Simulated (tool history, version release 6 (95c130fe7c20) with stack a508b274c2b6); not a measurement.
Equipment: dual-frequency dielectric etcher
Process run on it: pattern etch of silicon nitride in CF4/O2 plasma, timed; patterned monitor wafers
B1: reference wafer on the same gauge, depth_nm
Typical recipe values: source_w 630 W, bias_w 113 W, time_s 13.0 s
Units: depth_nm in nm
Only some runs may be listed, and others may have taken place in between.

Run 1, day 0.000: usual settings; B1 30.53. Result: depth_nm 31.33 nm.
Run 2, day 1.733: usual settings; B1 30.47. Result: depth_nm 31.26 nm.
Run 3, day 3.250: usual settings; B1 30.50. Result: depth_nm 31.91 nm.
Run 4, day 5.942: usual settings but source_w 730 W; B1 30.47. Result: depth_nm 34.58 nm.
Run 5, day 8.208: usual settings but source_w 730 W; B1 30.58. Result: depth_nm 34.91 nm.
At day 9.867: source power generator calibrated.
Run 6, day 10.000: usual settings; B1 30.49. Result: depth_nm 32.17 nm.
At day 12.262: wet clean of the chamber.
Run 7, day 12.929: usual settings; B1 30.52. Result: depth_nm 30.70 nm.
Run 8, day 15.354: usual settings; B1 30.50. Result: depth_nm 31.25 nm.
At day 16.017: gauge calibrated.
At day 16.729: upper electrode replaced.
Run 9, day 17.550: usual settings but source_w 530 W; B1 30.51. Result: depth_nm 28.42 nm.
Run 10, day 18.721: usual settings but source_w 530 W; B1 30.47. Result: depth_nm 28.55 nm.
Run 11, day 21.296: usual settings but source_w 690 W; B1 30.51. Result: depth_nm 33.19 nm.
Run 12, day 22.462: usual settings; B1 30.48. Result: depth_nm 31.92 nm.
Run 13, day 24.867: usual settings; B1 30.48. Result: depth_nm 32.06 nm.
At day 27.933: wet clean of the chamber.
Run 14, day 27.954: usual settings but source_w 530 W, bias_w 97 W, time_s 14.5 s; B1 30.48. Result: depth_nm 28.64 nm.
Run 15, day 30.404: usual settings but source_w 700 W; B1 30.51. Result: depth_nm 32.32 nm.
Run 16, day 32.512: usual settings but source_w 540 W, bias_w 92 W, time_s 16.5 s; B1 30.51. Result: depth_nm 32.56 nm.
Run 17, day 33.921: usual settings but bias_w 136 W; B1 30.47. Result: depth_nm 33.50 nm.
Run 18, day 36.571: usual settings but source_w 740 W; B1 30.45. Result: depth_nm 34.36 nm.
Run 19, day 38.192: usual settings; B1 30.53. Result: depth_nm 31.21 nm.
Run 20, day 39.262: usual settings but source_w 710 W, bias_w 94 W, time_s 11.5 s; B1 30.52. Result: depth_nm 27.41 nm.
At day 39.754: bias power generator calibrated.
Run 21, day 41.625: usual settings but source_w 510 W, bias_w 88 W, time_s 9.5 s; B1 30.58. Result: depth_nm 18.95 nm.
Run 22, day 44.112: usual settings; B1 30.54. Result: depth_nm 32.68 nm.
At day 45.888: wet clean of the chamber.
Run 23, day 46.446: usual settings but source_w 510 W, time_s 17.0 s; B1 30.47. Result: depth_nm 37.49 nm.
Run 24, day 49.283: usual settings; B1 30.56. Result: depth_nm 31.76 nm.
Run 25, day 51.117: usual settings but bias_w 106 W, time_s 9.5 s; B1 30.48. Result: depth_nm 22.75 nm.
Run 26, day 53.321: usual settings but bias_w 105 W, time_s 12.0 s; B1 30.56. Result: depth_nm 28.97 nm.
Run 27, day 56.183: usual settings but bias_w 125 W; B1 30.50. Result: depth_nm 34.49 nm.
Run 28, day 58.429: usual settings but source_w 480 W; B1 30.54. Result: depth_nm 28.42 nm.
Run 29, day 59.512: usual settings but source_w 530 W, time_s 9.0 s; B1 30.48. Result: depth_nm 20.85 nm.

Consider 5 possible next runs. They are alternatives, not a sequence: every one starts from the tool as it was left by run 29. What does each give?
Run A, day 59.529: usual settings but source_w 750 W; B1 ?. Result: depth_nm ?.
Run B, day 59.529: usual settings but time_s 12.0 s; B1 ?. Result: depth_nm ?.
Run C, day 59.529: usual settings but source_w 680 W, bias_w 92 W, time_s 9.0 s; B1 ?. Result: depth_nm ?.
Run D, day 59.529: usual settings but source_w 690 W, time_s 14.5 s; B1 ?. Result: depth_nm ?.
Run E, day 59.529: usual settings but bias_w 122 W; B1 ?. Result: depth_nm ?.

run     B1  depth_nm
  A  30.53     36.78
  B  30.53     30.74
  C  30.53     21.90
  D  30.53     39.09
  E  30.53     34.48
Had the tool no hidden state, the same runs would have come out as:
run  depth_nm
  A     35.13
  B     29.36
  C     20.92
  D     37.34
  E     32.94

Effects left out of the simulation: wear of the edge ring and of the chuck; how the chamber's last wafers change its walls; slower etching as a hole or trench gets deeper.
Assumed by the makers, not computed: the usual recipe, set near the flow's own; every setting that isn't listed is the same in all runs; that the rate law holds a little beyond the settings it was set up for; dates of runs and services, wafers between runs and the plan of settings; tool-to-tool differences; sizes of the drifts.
